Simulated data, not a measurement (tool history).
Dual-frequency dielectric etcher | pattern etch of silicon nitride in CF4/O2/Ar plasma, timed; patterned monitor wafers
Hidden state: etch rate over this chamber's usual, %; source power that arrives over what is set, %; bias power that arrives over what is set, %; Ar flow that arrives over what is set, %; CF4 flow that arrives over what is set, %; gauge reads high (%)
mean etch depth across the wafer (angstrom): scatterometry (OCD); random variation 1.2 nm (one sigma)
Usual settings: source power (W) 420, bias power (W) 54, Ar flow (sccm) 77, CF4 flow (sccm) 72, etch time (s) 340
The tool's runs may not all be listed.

| run | day | source power (W) | bias power (W) | Ar flow (sccm) | CF4 flow (sccm) | etch time (s) | wafers since the last listed run | hours since the last wet clean | hours since the last source power generator calibration | hours since the last bias power generator calibration | hours since the last Ar flow controller change | hours since the last CF4 flow controller change | hours since the last upper electrode change | hours since the gauge calibration | read-back reference wafer on the same gauge, depth_nm | mean etch depth across the wafer (angstrom) |
|---|---|---|---|---|---|---|---|---|---|---|---|---|---|---|---|---|
| 1 | 0 | 420 | 65 | 77 | 72 | 340 | 0 | 505.9 | 2967.3 | 5059.8 | 1652.2 | 5232.6 | 4906 | 167.6 | 617.2 | 5623 |
| 2 | 1.067 | 360 | 54 | 69 | 72 | 340 | 103 | 531.5 | 2992.9 | 5085.4 | 1677.8 | 5258.2 | 4931.6 | 193.2 | 616.8 | 4529 |
| 3 | 1.625 | 420 | 54 | 77 | 72 | 340 | 54 | 544.9 | 3006.3 | 5098.8 | 1691.2 | 5271.6 | 4945 | 206.6 | 617 | 5266 |
|  | 2.408 | gauge calibrated |
| 4 | 2.929 | 420 | 54 | 77 | 72 | 340 | 126 | 576.2 | 3037.6 | 5130.1 | 1722.5 | 5302.9 | 4976.3 | 12.5 | 617.1 | 5294 |
| 5 | 3.958 | 420 | 54 | 77 | 72 | 413.5 | 99 | 600.9 | 3062.3 | 5154.8 | 1747.2 | 5327.6 | 5001 | 37.2 | 617.1 | 6431 |
|  | 5.788 | bias power generator calibrated |
|  | 6.008 | wet clean of the chamber |
| 6 | 6.029 | 420 | 54 | 77 | 72 | 413.5 | 163 | 0.5 | 3112 | 5.8 | 1796.9 | 5377.3 | 5050.7 | 86.9 | 617 | 7002 |
| 7 | 6.567 | 420 | 54 | 65 | 77 | 340 | 52 | 13.4 | 3124.9 | 18.7 | 1809.8 | 5390.2 | 5063.6 | 99.8 | 617 | 5855 |
|  | 8.067 | upper electrode replaced |
| 8 | 8.088 | 420 | 54 | 65 | 77 | 340 | 50 | 49.9 | 3161.4 | 55.2 | 1846.3 | 5426.7 | 0.5 | 136.3 | 616.9 | 5828 |
| 9 | 8.583 | 420 | 54 | 65 | 77 | 340 | 48 | 61.8 | 3173.3 | 67.1 | 1858.2 | 5438.6 | 12.4 | 148.2 | 617.1 | 5878 |
|  | 9.129 | source power generator calibrated |
|  | 9.971 | CF4 flow controller replaced |
|  | 10.333 | wet clean of the chamber, repeated, since the last time left the tool worse |
| 10 | 10.354 | 420 | 54 | 65 | 77 | 340 | 96 | 0.5 | 29.4 | 109.6 | 1900.7 | 9.2 | 54.9 | 190.7 | 617.2 | 5570 |
| 11 | 11.029 | 380 | 54 | 64 | 58 | 293.5 | 65 | 16.7 | 45.6 | 125.8 | 1916.9 | 25.4 | 71.1 | 206.9 | 617.1 | 4199 |
|  | 11.521 | gauge calibrated |
| 12 | 12.042 | 420 | 54 | 77 | 72 | 413.5 | 98 | 41 | 69.9 | 150.1 | 1941.2 | 49.7 | 95.4 | 12.5 | 616.8 | 6588 |
|  | 12.975 | Ar flow controller replaced |
| 13 | 12.996 | 360 | 41 | 93 | 72 | 340 | 68 | 63.9 | 92.8 | 173 | 0.5 | 72.6 | 118.3 | 35.4 | 617.1 | 4156 |
| 14 | 14.217 | 420 | 54 | 77 | 72 | 340 | 118 | 93.2 | 122.1 | 202.3 | 29.8 | 101.9 | 147.6 | 64.7 | 617.1 | 5411 |
| 15 | 15.021 | 420 | 54 | 77 | 72 | 413.5 | 77 | 112.5 | 141.4 | 221.6 | 49.1 | 121.2 | 166.9 | 84 | 616.9 | 6581 |
| 16 | 16.271 | 420 | 54 | 77 | 65 | 340 | 121 | 142.5 | 171.4 | 251.6 | 79.1 | 151.2 | 196.9 | 114 | 616.8 | 5358 |
| 17 | 17.062 | 420 | 54 | 90 | 59 | 340 | 76 | 161.5 | 190.4 | 270.6 | 98.1 | 170.2 | 215.9 | 133 | 617.2 | 5226 |
| 18 | 17.654 | 380 | 54 | 61 | 72 | 340 | 57 | 175.7 | 204.6 | 284.8 | 112.3 | 184.4 | 230.1 | 147.2 | 616.7 | 4936 |
| 19 | 18.2 | 420 | 47 | 77 | 72 | 297 | 52 | 188.8 | 217.7 | 297.9 | 125.4 | 197.5 | 243.2 | 160.3 | 616.8 | 4511 |
| 20 | 19.154 | 420 | 54 | 87 | 72 | 340 | 92 | 211.7 | 240.6 | 320.8 | 148.3 | 220.4 | 266.1 | 183.2 | 617.3 | 5330 |

5 ways to go on from here, each from the tool as it stands after run 20. What would each give?
| A | 19.175 | 420 | 62 | 77 | 72 | 340 | 2 | 212.2 | 241.1 | 321.3 | 148.8 | 220.9 | 266.6 | 183.7 | ? | ? |
| B | 19.175 | 420 | 54 | 67 | 65 | 340 | 2 | 212.2 | 241.1 | 321.3 | 148.8 | 220.9 | 266.6 | 183.7 | ? | ? |
| C | 19.175 | 520 | 54 | 77 | 72 | 303.5 | 2 | 212.2 | 241.1 | 321.3 | 148.8 | 220.9 | 266.6 | 183.7 | ? | ? |
| D | 19.175 | 420 | 61 | 77 | 72 | 253.5 | 2 | 212.2 | 241.1 | 321.3 | 148.8 | 220.9 | 266.6 | 183.7 | ? | ? |
| E | 19.175 | 420 | 54 | 77 | 86 | 340 | 2 | 212.2 | 241.1 | 321.3 | 148.8 | 220.9 | 266.6 | 183.7 | ? | ? |

| run | read-back reference wafer on the same gauge, depth_nm | mean etch depth across the wafer (angstrom) |
|---|---|---|
| A | 616.9 | 5627 |
| B | 616.9 | 5387 |
| C | 616.9 | 5985 |
| D | 616.9 | 4173 |
| E | 616.9 | 5478 |
Without the tool's hidden state the same runs would have given:
| run | mean etch depth across the wafer (angstrom) |
|---|---|
| A | 5672 |
| B | 5430 |
| C | 6033 |
| D | 4207 |
| E | 5522 |

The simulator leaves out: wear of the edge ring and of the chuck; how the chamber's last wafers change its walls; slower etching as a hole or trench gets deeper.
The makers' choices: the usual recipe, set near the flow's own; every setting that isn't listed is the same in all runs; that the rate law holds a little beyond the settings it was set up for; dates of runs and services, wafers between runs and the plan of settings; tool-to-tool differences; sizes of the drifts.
